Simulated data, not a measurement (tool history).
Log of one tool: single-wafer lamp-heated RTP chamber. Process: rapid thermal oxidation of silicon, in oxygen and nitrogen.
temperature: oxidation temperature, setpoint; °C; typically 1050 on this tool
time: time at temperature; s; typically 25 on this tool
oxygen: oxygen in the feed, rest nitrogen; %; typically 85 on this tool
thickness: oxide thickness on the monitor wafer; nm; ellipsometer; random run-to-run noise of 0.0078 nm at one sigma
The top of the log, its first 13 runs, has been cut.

| run | day | temperature | time | oxygen | wafers since the last listed run | wafers since the last pyrometer calibration | hours since the oxygen flow controller was replaced | hours since the gauge calibration | read-back reference wafer on the same gauge, thickness | thickness |
|---|---|---|---|---|---|---|---|---|---|---|
| 14 | 27.546 | 1050 | 25 | 85 | 488 | 7807 | 2228.7 | 915.7 | 5.409 | 5.232 |
|  | 28.042 | oxygen flow controller replaced |
| 15 | 29.704 | 1068 | 25 | 85 | 342 | 8149 | 39.9 | 967.5 | 5.410 | 5.913 |
| 16 | 31.004 | 1050 | 25 | 96 | 243 | 8393 | 71.1 | 998.7 | 5.410 | 5.494 |
|  | 33.612 | pyrometer window cleaned and pyrometer calibrated |
| 17 | 33.638 | 1050 | 25 | 85 | 431 | 4 | 134.3 | 1061.9 | 5.408 | 5.194 |
| 18 | 35.025 | 1064 | 25 | 85 | 260 | 264 | 167.6 | 1095.2 | 5.410 | 5.685 |
| 19 | 37.900 | 1021 | 32 | 67 | 538 | 803 | 236.6 | 1164.2 | 5.409 | 4.353 |
| 20 | 40.729 | 1050 | 25 | 98 | 530 | 1333 | 304.5 | 1232.1 | 5.411 | 5.466 |
| 21 | 42.925 | 1050 | 25 | 70 | 411 | 1745 | 357.2 | 1284.8 | 5.410 | 4.856 |
| 22 | 44.521 | 1026 | 25 | 98 | 299 | 2044 | 395.5 | 1323.1 | 5.410 | 4.635 |
| 23 | 45.962 | 1071 | 33 | 67 | 270 | 2314 | 430.1 | 1357.7 | 5.410 | 6.190 |
| 24 | 48.821 | 1050 | 25 | 85 | 535 | 2850 | 498.7 | 1426.3 | 5.411 | 5.195 |
| 25 | 53.662 | 1050 | 25 | 85 | 907 | 3757 | 614.9 | 1542.5 | 5.412 | 5.204 |
|  | 55.583 | gauge calibrated |
| 26 | 55.933 | 1036 | 34 | 68 | 425 | 4183 | 669.4 | 8.4 | 5.411 | 4.994 |

Run 27 comes next. What will it give?
| 27 | 58.292 | 1050 | 13 | 85 | 441 | 4625 | 726.0 | 65.0 | ? | ? |

{"run 27": {"read-back reference wafer on the same gauge, thickness": 5.411, "thickness": 4.03}}
With the hidden condition absent and the run-to-run variation left alone, this run would have shown thickness 4.005 nm.
